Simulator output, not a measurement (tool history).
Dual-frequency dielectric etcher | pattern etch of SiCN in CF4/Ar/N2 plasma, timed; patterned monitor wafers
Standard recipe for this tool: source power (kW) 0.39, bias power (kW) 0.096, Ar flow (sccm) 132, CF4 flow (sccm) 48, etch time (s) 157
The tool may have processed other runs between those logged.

run     day  source power (kW)  bias power (kW)  Ar flow (sccm)  CF4 flow (sccm)  etch time (s)  wafers since the last listed run  hours since the last wet clean  hours since the last source power generator calibration  hours since the last bias power generator calibration  hours since the last Ar flow controller change  hours since the last CF4 flow controller change  hours since the last upper electrode change  hours since the gauge calibration  read-back reference wafer on the same gauge, depth_nm  mean etch depth across the wafer (Å)
  1       0               0.43            0.096             132               48            174                                 0                           426.3                                                   2755.2                                                     17                                              21                                           1767.4                                          0.8                              258.6                                                  115.1                                  1356
  2   0.317               0.37            0.096             132               48            157                                54                           433.9                                                   2762.8                                                   24.6                                            28.6                                             1775                                          8.4                              266.2                                                  114.9                                  1050
      1.567  -- wet clean of the chamber
  3   1.588               0.37            0.096             132               48            157                                46                             0.5                                                   2793.3                                                   55.1                                            59.1                                           1805.5                                         38.9                              296.7                                                  114.9                                  1057
  4     1.6               0.39            0.096             132               48            157                                 2                             0.8                                                   2793.6                                                   55.4                                            59.4                                           1805.8                                         39.2                                297                                                    115                                  1114
  5   1.958               0.39            0.096             132               48            157                                61                             9.4                                                   2802.2                                                     64                                              68                                           1814.4                                         47.8                              305.6                                                  115.2                                  1113
       2.65  -- source power generator calibrated
  6   2.671               0.39            0.096             132               48            157                                93                            26.5                                                      0.5                                                   81.1                                            85.1                                           1831.5                                         64.9                              322.7                                                    115                                  1115
  7   2.883               0.39            0.096             132               48            157                                36                            31.6                                                      5.6                                                   86.2                                            90.2                                           1836.6                                           70                              327.8                                                    115                                  1116
      3.008  -- gauge calibrated
      3.621  -- CF4 flow controller replaced
  8   3.642               0.39            0.096             132               48            157                                86                            49.8                                                     23.8                                                  104.4                                           108.4                                              0.5                                         88.2                               15.2                                                  114.9                                  1109
  9   4.733               0.47            0.096             132               48            157                               186                              76                                                       50                                                  130.6                                           134.6                                             26.7                                        114.4                               41.4                                                  115.1                                  1341
 10   5.408               0.39            0.096             157               48          114.5                               115                            92.2                                                     66.2                                                  146.8                                           150.8                                             42.9                                        130.6                               57.6                                                  114.8                                   787
 11   5.667               0.33            0.103             120               42            157                                44                            98.4                                                     72.4                                                    153                                             157                                             49.1                                        136.8                               63.8                                                  115.2                                   957
 12   5.979               0.39            0.096             132               48            157                                53                           105.9                                                     79.9                                                  160.5                                           164.5                                             56.6                                        144.3                               71.3                                                  114.9                                  1105
 13   6.642                0.3            0.096             102               40            157                               113                           121.8                                                     95.8                                                  176.4                                           180.4                                             72.5                                        160.2                               87.2                                                  114.9                                   855
 14   7.171               0.39            0.111             102               48          126.5                                90                           134.5                                                    108.5                                                  189.1                                           193.1                                             85.2                                        172.9                               99.9                                                  115.2                                   986
 15   7.421               0.32            0.096             132               48            157                                42                           140.5                                                    114.5                                                  195.1                                           199.1                                             91.2                                        178.9                              105.9                                                    115                                   908
 16   7.708               0.39            0.096             132               42            157                                49                           147.4                                                    121.4                                                    202                                             206                                             98.1                                        185.8                              112.8                                                    115                                  1093
 17   8.379               0.39            0.096             132               48            157                               114                           163.5                                                    137.5                                                  218.1                                           222.1                                            114.2                                        201.9                              128.9                                                    115                                  1114
 18     8.9               0.39            0.096             153               48          130.5                                88                             176                                                      150                                                  230.6                                           234.6                                            126.7                                        214.4                              141.4                                                    115                                   899
 19   9.367               0.39            0.085             132               54            157                                79                           187.2                                                    161.2                                                  241.8                                           245.8                                            137.9                                        225.6                              152.6                                                    115                                  1082
 20     9.7               0.45            0.096             132               48            157                                56                           195.2                                                    169.2                                                  249.8                                           253.8                                            145.9                                        233.6                              160.6                                                    115                                  1282
 21  10.062               0.39            0.109             111               48            157                                61                           203.9                                                    177.9                                                  258.5                                           262.5                                            154.6                                        242.3                              169.3                                                    115                                  1192
 22  10.588               0.47            0.096             149               48            190                                89                           216.5                                                    190.5                                                  271.1                                           275.1                                            167.2                                        254.9                              181.9                                                    115                                  1594

Alternative continuations, all from the tool just after run 22; predict every row:
  A  10.608               0.39            0.096             132               48            157                                 3                             217                                                      191                                                  271.6                                           275.6                                            167.7                                        255.4                              182.4                                                      ?                                     ?
  B  10.608               0.48            0.111             132               48          117.5                                 3                             217                                                      191                                                  271.6                                           275.6                                            167.7                                        255.4                              182.4                                                      ?                                     ?
  C  10.608               0.39            0.096             155               37            157                                 3                             217                                                      191                                                  271.6                                           275.6                                            167.7                                        255.4                              182.4                                                      ?                                     ?

run  read-back reference wafer on the same gauge, depth_nm  mean etch depth across the wafer (Å)
  A                                                    115                                  1114
  B                                                    115                                  1084
  C                                                    115                                  1048
Without the tool's unlogged condition, the same runs would have read:
run  mean etch depth across the wafer (Å)
  A                                  1114
  B                                  1084
  C                                  1048
